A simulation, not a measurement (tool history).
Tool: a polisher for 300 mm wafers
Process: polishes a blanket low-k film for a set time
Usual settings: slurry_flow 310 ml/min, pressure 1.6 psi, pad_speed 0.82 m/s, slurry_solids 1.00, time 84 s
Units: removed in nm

| run | hour | slurry_flow | pressure | pad_speed | slurry_solids | time | incoming thickness of the incoming film, nm | removed |
|---|---|---|---|---|---|---|---|---|
| 1 | 0.0 | 310 | 1.6 | 0.66 | 1.00 | 84 | 607.0 | 20.0 |
| 2 | 31.0 | 310 | 1.6 | 1.02 | 1.00 | 84 | 594.0 | 27.2 |
| 3 | 50.9 | 310 | 1.6 | 1.02 | 1.00 | 84 | 591.9 | 27.3 |
| 4 | 117.1 | 310 | 1.6 | 1.02 | 1.00 | 84 | 589.3 | 27.3 |
| 5 | 151.0 | 310 | 1.6 | 0.82 | 1.00 | 94 | 601.8 | 25.8 |
| 6 | 171.5 | 310 | 1.6 | 0.82 | 1.00 | 94 | 599.3 | 26.2 |
| 7 | 202.4 | 310 | 1.6 | 0.82 | 1.00 | 94 | 606.6 | 26.2 |
| 8 | 228.4 | 310 | 1.6 | 0.82 | 1.00 | 84 | 606.4 | 23.1 |
| 9 | 264.2 | 310 | 1.6 | 0.82 | 1.00 | 84 | 594.3 | 22.6 |
| 10 | 285.3 | 310 | 1.6 | 0.82 | 1.00 | 84 | 599.4 | 22.5 |
| 11 | 302.3 | 310 | 1.6 | 0.82 | 1.00 | 73 | 606.5 | 19.8 |
| 12 | 332.0 | 210 | 1.6 | 0.62 | 0.90 | 84 | 595.9 | 17.1 |
| 13 | 363.5 | 395 | 1.6 | 0.82 | 1.00 | 57 | 598.6 | 16.3 |
| 14 | 390.8 | 310 | 1.6 | 1.02 | 1.00 | 84 | 587.0 | 27.6 |
| 15 | 426.1 | 310 | 1.6 | 0.82 | 1.00 | 84 | 600.6 | 23.7 |
| 16 | 481.1 | 310 | 1.6 | 0.82 | 1.00 | 58 | 600.2 | 16.4 |
| 17 | 515.6 | 310 | 1.6 | 0.82 | 1.00 | 84 | 594.6 | 23.6 |
| 18 | 529.7 | 310 | 1.4 | 0.82 | 1.00 | 84 | 597.1 | 21.5 |
| 19 | 561.3 | 210 | 1.6 | 0.82 | 1.00 | 107 | 602.6 | 28.9 |
| 20 | 583.8 | 310 | 1.6 | 0.82 | 1.00 | 84 | 598.0 | 23.6 |
| 21 | 612.7 | 340 | 1.6 | 0.82 | 1.25 | 84 | 603.4 | 25.6 |
| 22 | 648.1 | 310 | 1.8 | 0.82 | 1.00 | 84 | 597.5 | 25.1 |
| 23 | 663.1 | 310 | 1.6 | 0.64 | 1.00 | 63 | 601.8 | 14.9 |

Not shown: 12 entries that the log had between the listed runs. Between which runs, and how does the tool's hidden state differ before and after?
Between runs 1 and 2: worn pad replaced by a new one (hour 30.5)
  slurry flow missing at the pad, %: 26.9 -> 27.2
  measured less the result without the state, removed: -0.5 -> -0.7 nm
Between runs 2 and 3: slurry blender recalibrated (hour 50.4)
  slurry flow missing at the pad, %: 27.2 -> 27.3
  measured less the result without the state, removed: -0.7 -> -0.7 nm
Between runs 6 and 7: slurry blender recalibrated (hour 202.0)
  slurry flow missing at the pad, %: 27.9 -> 28
  measured less the result without the state, removed: -0.7 -> -0.7 nm
Between runs 8 and 9: slurry nozzle cleaned (hour 236.5); conditioning disc replaced and pad reconditioned (hour 250.8)
  slurry flow missing at the pad, %: 28.1 -> 45.3
  measured less the result without the state, removed: -0.6 -> -1.2 nm
Between runs 9 and 10: worn pad replaced by a new one (hour 283.4)
  slurry flow missing at the pad, %: 45.3 -> 47.1
  measured less the result without the state, removed: -1.2 -> -1.2 nm
Between runs 11 and 12: slurry blender recalibrated (hour 329.2)
  slurry flow missing at the pad, %: 48.5 -> 50.7
  measured less the result without the state, removed: -1.2 -> -1.4 nm
Between runs 12 and 13: slurry nozzle cleaned, repeated, since the last time left the tool worse (hour 355.0)
  slurry flow missing at the pad, %: 50.7 -> 3.46
  measured less the result without the state, removed: -1.4 -> +0.0 nm
Between runs 13 and 14: head pressure recalibrated (hour 385.8)
  slurry flow missing at the pad, %: 3.46 -> 5.91
  measured less the result without the state, removed: +0.0 -> -0.1 nm
Between runs 15 and 16: slurry blender recalibrated (hour 453.0)
  slurry flow missing at the pad, %: 8.77 -> 12.6
  measured less the result without the state, removed: -0.2 -> -0.2 nm
Between runs 16 and 17: worn pad replaced by a new one (hour 513.8)
  slurry flow missing at the pad, %: 12.6 -> 14.7
  measured less the result without the state, removed: -0.2 -> -0.3 nm
Between runs 19 and 20: slurry blender recalibrated (hour 577.7)
  slurry flow missing at the pad, %: 17 -> 18.1
  measured less the result without the state, removed: -0.6 -> -0.3 nm

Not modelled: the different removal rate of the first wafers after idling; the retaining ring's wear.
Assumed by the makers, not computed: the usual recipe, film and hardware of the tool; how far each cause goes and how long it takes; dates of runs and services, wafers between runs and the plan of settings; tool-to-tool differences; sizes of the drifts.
